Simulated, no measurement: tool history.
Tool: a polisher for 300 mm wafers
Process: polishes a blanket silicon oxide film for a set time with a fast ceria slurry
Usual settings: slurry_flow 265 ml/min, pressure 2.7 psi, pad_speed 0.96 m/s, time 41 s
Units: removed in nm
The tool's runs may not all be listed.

| run | hour | slurry_flow | pressure | pad_speed | time | incoming thickness of the incoming film, nm | removed |
|---|---|---|---|---|---|---|---|
| 1 | 0.0 | 265 | 2.7 | 0.96 | 41 | 1732.7 | 713.4 |
| 2 | 9.3 | 265 | 2.7 | 0.96 | 50 | 1714.0 | 888.2 |
| 3 | 23.5 | 265 | 2.7 | 0.96 | 41 | 1760.3 | 721.6 |
| 4 | 32.8 | 265 | 2.7 | 0.96 | 41 | 1741.2 | 715.0 |
| 5 | 44.9 | 265 | 2.7 | 0.96 | 41 | 1725.8 | 708.9 |
| 6 | 59.7 | 265 | 2.7 | 0.96 | 41 | 1740.1 | 702.8 |
|  | 72.5 | worn pad replaced by a new one, of another model than before |
| 7 | 72.9 | 265 | 2.7 | 0.96 | 41 | 1772.8 | 729.9 |
| 8 | 88.6 | 265 | 2.7 | 0.96 | 41 | 1757.8 | 733.4 |
| 9 | 102.1 | 265 | 2.7 | 1.20 | 41 | 1744.1 | 851.3 |
| 10 | 110.2 | 265 | 2.7 | 0.96 | 41 | 1741.0 | 727.2 |
| 11 | 128.2 | 265 | 2.7 | 0.96 | 41 | 1740.7 | 729.3 |
| 12 | 134.9 | 205 | 3.5 | 0.68 | 41 | 1736.6 | 686.4 |
| 13 | 143.0 | 265 | 2.4 | 0.96 | 41 | 1730.4 | 670.3 |
| 14 | 160.7 | 265 | 2.7 | 1.12 | 52 | 1726.1 | 1002.5 |
| 15 | 172.9 | 265 | 2.7 | 0.96 | 41 | 1740.2 | 713.0 |
|  | 175.0 | head pressure recalibrated |
|  | 188.9 | slurry nozzle cleaned |
| 16 | 189.4 | 265 | 2.4 | 0.68 | 41 | 1720.4 | 516.0 |
|  | 213.0 | worn pad replaced by a new one |
| 17 | 238.3 | 265 | 2.7 | 0.96 | 41 | 1715.2 | 739.4 |
| 18 | 245.8 | 265 | 2.1 | 0.96 | 36 | 1722.1 | 553.7 |
| 19 | 252.9 | 190 | 2.7 | 1.12 | 41 | 1739.3 | 800.2 |
| 20 | 265.4 | 265 | 2.2 | 1.24 | 53 | 1733.1 | 981.1 |
| 21 | 283.2 | 265 | 2.7 | 0.96 | 41 | 1729.5 | 730.3 |
| 22 | 294.6 | 300 | 3.2 | 0.96 | 50 | 1727.8 | 1006.0 |
| 23 | 305.1 | 330 | 3.6 | 0.96 | 28 | 1739.0 | 608.1 |

Hidden state or all else? Some run-to-run changes of removed, split into what the settings, what came in and random variation would give without the hidden state, and what is left for the hidden state (with any gauge scatter that isn't in both results):
The hidden state here: removal rate lost through wear of the pad, %; slurry flow missing at the pad, %; deviation of the head's pressure from its setpoint, %.
Run 6 -> 7: worn pad replaced by a new one, of another model than before. removed +27.1 nm: hidden state +28.8, all else -1.7.
Run 13 -> 14: pressure 2.4 -> 2.7, pad_speed 0.96 -> 1.12, time 41 -> 52. removed +332.2 nm: hidden state -17.0, all else +349.2.
Run 16 -> 17: pressure 2.4 -> 2.7, pad_speed 0.68 -> 0.96, worn pad replaced by a new one. removed +223.4 nm: hidden state +22.7, all else +200.7.
Run 22 -> 23: slurry_flow 300 -> 330, pressure 3.2 -> 3.6, time 50 -> 28. removed -397.9 nm: hidden state +5.9, all else -403.8.

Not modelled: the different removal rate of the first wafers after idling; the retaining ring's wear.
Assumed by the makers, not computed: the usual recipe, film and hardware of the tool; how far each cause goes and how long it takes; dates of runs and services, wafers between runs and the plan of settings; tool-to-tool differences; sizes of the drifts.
